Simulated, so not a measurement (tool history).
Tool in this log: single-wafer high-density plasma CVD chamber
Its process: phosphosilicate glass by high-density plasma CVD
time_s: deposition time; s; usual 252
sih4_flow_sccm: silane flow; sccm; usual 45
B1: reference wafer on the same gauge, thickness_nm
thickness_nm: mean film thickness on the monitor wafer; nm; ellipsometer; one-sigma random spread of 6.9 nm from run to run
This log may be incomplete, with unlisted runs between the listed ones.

run 1 hour=0 | time_s=281 sih4_flow_sccm=49 | B1=1199.436 | thickness_nm=1465.562
run 2 hour=26.5 | time_s=252 sih4_flow_sccm=43 | B1=1199.092 | thickness_nm=1150.873
run 3 hour=41.1 | time_s=252 sih4_flow_sccm=43 | B1=1201.147 | thickness_nm=1141.217
run 4 hour=56.9 | time_s=252 sih4_flow_sccm=45 | B1=1200.881 | thickness_nm=1211.118
run 5 hour=76.7 | time_s=252 sih4_flow_sccm=45 | B1=1196.851 | thickness_nm=1200.897
run 6 hour=101.6 | time_s=252 sih4_flow_sccm=45 | B1=1199.869 | thickness_nm=1193.942
run 7 hour=123.1 | time_s=252 sih4_flow_sccm=45 | B1=1202.401 | thickness_nm=1190.737
run 8 hour=147.3 | time_s=252 sih4_flow_sccm=45 | B1=1201.014 | thickness_nm=1206.568
run 9 hour=161.7 | time_s=252 sih4_flow_sccm=45 | B1=1200.811 | thickness_nm=1205.868
run 10 hour=179.1 | time_s=252 sih4_flow_sccm=45 | B1=1200.069 | thickness_nm=1191.749
run 11 hour=204.8 | time_s=252 sih4_flow_sccm=45 | B1=1201.225 | thickness_nm=1196.779
run 12 hour=227.9 | time_s=252 sih4_flow_sccm=45 | B1=1200.233 | thickness_nm=1199.454
run 13 hour=304.6 | time_s=252 sih4_flow_sccm=45 | B1=1198.568 | thickness_nm=1192.624
run 14 hour=335.4 | time_s=283 sih4_flow_sccm=45 | B1=1198.005 | thickness_nm=1339.452
run 15 hour=360.5 | time_s=283 sih4_flow_sccm=45 | B1=1198.927 | thickness_nm=1344.64
run 16 hour=382.4 | time_s=283 sih4_flow_sccm=45 | B1=1201.03 | thickness_nm=1341.017
run 17 hour=408.3 | time_s=252 sih4_flow_sccm=42 | B1=1199.249 | thickness_nm=1127.24
run 18 hour=420.6 | time_s=252 sih4_flow_sccm=45 | B1=1200.634 | thickness_nm=1194.781
run 19 hour=455.1 | time_s=252 sih4_flow_sccm=45 | B1=1199.369 | thickness_nm=1194.879
-- hour=502.6 silane flow controller replaced
run 20 hour=503.1 | time_s=252 sih4_flow_sccm=45 | B1=1200.309 | thickness_nm=1202.286
run 21 hour=520.7 | time_s=252 sih4_flow_sccm=45 | B1=1203.456 | thickness_nm=1194.588
run 22 hour=535.2 | time_s=252 sih4_flow_sccm=45 | B1=1198.592 | thickness_nm=1194.641
run 23 hour=553.1 | time_s=265 sih4_flow_sccm=40 | B1=1198.238 | thickness_nm=1121.222
run 24 hour=588.7 | time_s=237 sih4_flow_sccm=48 | B1=1202.281 | thickness_nm=1203.064
run 25 hour=601.8 | time_s=230 sih4_flow_sccm=42 | B1=1197.992 | thickness_nm=1034.581
run 26 hour=632 | time_s=252 sih4_flow_sccm=45 | B1=1197.122 | thickness_nm=1200.512
run 27 hour=653.2 | time_s=252 sih4_flow_sccm=45 | B1=1202.332 | thickness_nm=1188.135
run 28 hour=675 | time_s=252 sih4_flow_sccm=52 | B1=1200.24 | thickness_nm=1385.564
run 29 hour=696.7 | time_s=238 sih4_flow_sccm=45 | B1=1197.477 | thickness_nm=1137.609
run 30 hour=715.2 | time_s=206 sih4_flow_sccm=37 | B1=1200.458 | thickness_nm=804.821
run 31 hour=750.6 | time_s=252 sih4_flow_sccm=45 | B1=1202.041 | thickness_nm=1198.57
-- hour=773.1 gauge calibrated
run 32 hour=780 | time_s=252 sih4_flow_sccm=45 | B1=1200.592 | thickness_nm=1191.545
run 33 hour=807.4 | time_s=238 sih4_flow_sccm=45 | B1=1198.989 | thickness_nm=1128.932
run 34 hour=839.9 | time_s=278 sih4_flow_sccm=49 | B1=1199.212 | thickness_nm=1450.724
run 35 hour=872.5 | time_s=297 sih4_flow_sccm=42 | B1=1202.573 | thickness_nm=1317.37
run 36 hour=887.9 | time_s=297 sih4_flow_sccm=42 | B1=1201.363 | thickness_nm=1309.645
run 37 hour=936.4 | time_s=290 sih4_flow_sccm=50 | B1=1198.759 | thickness_nm=1528.579
run 38 hour=969.8 | time_s=268 sih4_flow_sccm=41 | B1=1201.779 | thickness_nm=1164.62
run 39 hour=1001.5 | time_s=225 sih4_flow_sccm=41 | B1=1200.586 | thickness_nm=972.145
run 40 hour=1033.6 | time_s=212 sih4_flow_sccm=51 | B1=1199.934 | thickness_nm=1145.285
run 41 hour=1052.1 | time_s=284 sih4_flow_sccm=45 | B1=1198.224 | thickness_nm=1342.158
run 42 hour=1066.9 | time_s=274 sih4_flow_sccm=45 | B1=1201.046 | thickness_nm=1293.825
run 43 hour=1092.4 | time_s=219 sih4_flow_sccm=38 | B1=1200.657 | thickness_nm=879.215
run 44 hour=1122.4 | time_s=233 sih4_flow_sccm=48 | B1=1200.328 | thickness_nm=1185.834
run 45 hour=1134.9 | time_s=265 sih4_flow_sccm=49 | B1=1198.171 | thickness_nm=1354.024
run 46 hour=1156.9 | time_s=252 sih4_flow_sccm=45 | B1=1200.762 | thickness_nm=1196.588
run 47 hour=1176 | time_s=252 sih4_flow_sccm=45 | B1=1197.856 | thickness_nm=1198.42

Each row is a separate what-if for the run after 47, all from the same tool condition, not one after another. Results?
run A hour=1176.5 | time_s=252 sih4_flow_sccm=49 | B1=? | thickness_nm=?
run B hour=1176.5 | time_s=217 sih4_flow_sccm=41 | B1=? | thickness_nm=?
run C hour=1176.5 | time_s=223 sih4_flow_sccm=39 | B1=? | thickness_nm=?

run=A B1=1200.199 thickness_nm=1297.94
run=B B1=1200.199 thickness_nm=935.194
run=C B1=1200.199 thickness_nm=914.171
What these runs would have given with no unlogged condition in the tool:
run=A thickness_nm=1297.94
run=B thickness_nm=935.194
run=C thickness_nm=914.171
